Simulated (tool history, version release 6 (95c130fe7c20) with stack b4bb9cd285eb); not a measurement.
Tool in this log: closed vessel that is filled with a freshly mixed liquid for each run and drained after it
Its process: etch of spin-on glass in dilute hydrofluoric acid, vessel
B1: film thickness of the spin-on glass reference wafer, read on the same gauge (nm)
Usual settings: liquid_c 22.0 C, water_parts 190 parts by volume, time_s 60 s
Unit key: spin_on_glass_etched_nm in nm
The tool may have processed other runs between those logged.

run 1 hour=0.0 | liquid_c=22.0 water_parts=190 time_s=60 | B1=139.98 | spin_on_glass_etched_nm=19.68
run 2 hour=12.3 | liquid_c=22.0 water_parts=190 time_s=60 | B1=140.00 | spin_on_glass_etched_nm=20.04
run 3 hour=23.4 | liquid_c=22.0 water_parts=190 time_s=60 | B1=140.02 | spin_on_glass_etched_nm=19.89
run 4 hour=38.3 | liquid_c=22.0 water_parts=190 time_s=60 | B1=139.97 | spin_on_glass_etched_nm=19.86
run 5 hour=56.2 | liquid_c=22.0 water_parts=190 time_s=60 | B1=140.00 | spin_on_glass_etched_nm=20.24
run 6 hour=68.8 | liquid_c=24.0 water_parts=190 time_s=40 | B1=140.04 | spin_on_glass_etched_nm=14.41
-- hour=78.6 gauge calibrated
run 7 hour=78.8 | liquid_c=22.0 water_parts=190 time_s=60 | B1=140.03 | spin_on_glass_etched_nm=20.08
run 8 hour=88.7 | liquid_c=22.0 water_parts=190 time_s=60 | B1=140.02 | spin_on_glass_etched_nm=20.24
run 9 hour=101.8 | liquid_c=22.0 water_parts=190 time_s=60 | B1=140.00 | spin_on_glass_etched_nm=20.43
run 10 hour=109.8 | liquid_c=19.0 water_parts=155 time_s=70 | B1=140.00 | spin_on_glass_etched_nm=26.70
-- hour=119.4 thermometer replaced
run 11 hour=121.8 | liquid_c=22.0 water_parts=270 time_s=60 | B1=139.99 | spin_on_glass_etched_nm=13.30
run 12 hour=130.1 | liquid_c=22.0 water_parts=235 time_s=80 | B1=139.95 | spin_on_glass_etched_nm=21.20
-- hour=165.2 hydrofluoric acid flow meter replaced
run 13 hour=166.7 | liquid_c=19.0 water_parts=190 time_s=90 | B1=139.98 | spin_on_glass_etched_nm=24.49
run 14 hour=180.7 | liquid_c=22.0 water_parts=190 time_s=60 | B1=139.97 | spin_on_glass_etched_nm=18.67
run 15 hour=192.7 | liquid_c=26.5 water_parts=270 time_s=60 | B1=140.00 | spin_on_glass_etched_nm=14.03
run 16 hour=237.5 | liquid_c=22.0 water_parts=190 time_s=50 | B1=139.96 | spin_on_glass_etched_nm=15.60

Some steps in spin_on_glass_etched_nm between neighbouring runs. How much of each would the tool show without its hidden state too (settings, what came in, random variation), and how much is left for the hidden state, with any gauge scatter that isn't in both results?
The hidden state here: liquid colder than its thermometer reads (K); hydrofluoric acid flow above the setpoint (%); gauge reads high (%).
Run 10 -> 11: liquid_c 19.0 -> 22.0, water_parts 155 -> 270, time_s 70 -> 60, thermometer replaced. spin_on_glass_etched_nm -13.40 nm: hidden state -1.34, all else -12.06.
Run 12 -> 13: liquid_c 22.0 -> 19.0, water_parts 235 -> 190, time_s 80 -> 90, hydrofluoric acid flow meter replaced. spin_on_glass_etched_nm +3.29 nm: hidden state -2.03, all else +5.32.

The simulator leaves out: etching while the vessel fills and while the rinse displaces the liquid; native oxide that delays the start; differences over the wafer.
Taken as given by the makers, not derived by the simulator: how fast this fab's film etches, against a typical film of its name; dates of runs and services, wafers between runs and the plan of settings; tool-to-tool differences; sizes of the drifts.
